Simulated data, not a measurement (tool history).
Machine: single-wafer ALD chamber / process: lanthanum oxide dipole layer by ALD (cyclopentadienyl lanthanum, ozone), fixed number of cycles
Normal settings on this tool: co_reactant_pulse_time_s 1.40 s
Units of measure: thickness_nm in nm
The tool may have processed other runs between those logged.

run,hour,co_reactant_pulse_time_s,wafers since the last listed run,hours since the last thermocouple change,hours since the last ozone generator service,hours since the showerhead was replaced,hours since the gauge calibration,"read-back reference wafer on the same gauge, thickness_nm",thickness_nm
1,0.0,1.57,0,1625.4,2017.4,7729.7,50.5,0.553,0.582
2,9.2,1.57,112,1634.6,2026.6,7738.9,59.7,0.554,0.580
3,21.3,1.40,147,1646.7,2038.7,7751.0,71.8,0.553,0.566
4,39.3,1.40,219,1664.7,2056.7,7769.0,89.8,0.553,0.573
# hour 54.4: ozone generator serviced
5,54.9,1.40,92,1680.3,0.5,7784.6,105.4,0.553,0.572
# hour 68.7: thermocouple changed; heater temperature recalibrated
6,69.2,1.58,76,0.5,14.8,7798.9,119.7,0.553,0.585
# hour 79.1: gauge calibrated
7,79.2,1.58,122,10.5,24.8,7808.9,0.1,0.553,0.585
# hour 98.8: showerhead replaced
8,99.3,1.69,147,30.6,44.9,0.5,20.2,0.553,0.588
9,104.1,0.98,58,35.4,49.7,5.3,25.0,0.553,0.505
10,116.8,1.09,155,48.1,62.4,18.0,37.7,0.553,0.529
11,122.8,0.87,73,54.1,68.4,24.0,43.7,0.552,0.477
12,141.1,1.40,223,72.4,86.7,42.3,62.0,0.553,0.569
13,152.9,0.93,144,84.2,98.5,54.1,73.8,0.553,0.497
14,164.4,1.21,140,95.7,110.0,65.6,85.3,0.553,0.551

Predict each of these 5 candidate next runs independently; none follows another, all start after run 14:
A,164.8,1.81,4,96.1,110.4,66.0,85.7,?,?
B,164.8,1.80,4,96.1,110.4,66.0,85.7,?,?
C,164.8,0.90,4,96.1,110.4,66.0,85.7,?,?
D,164.8,0.91,4,96.1,110.4,66.0,85.7,?,?
E,164.8,1.00,4,96.1,110.4,66.0,85.7,?,?

run,"read-back reference wafer on the same gauge, thickness_nm",thickness_nm
A,0.553,0.592
B,0.553,0.592
C,0.553,0.487
D,0.553,0.490
E,0.553,0.512
What these runs would have given with no unlogged condition in the tool:
run,thickness_nm
A,0.592
B,0.592
C,0.487
D,0.490
E,0.512
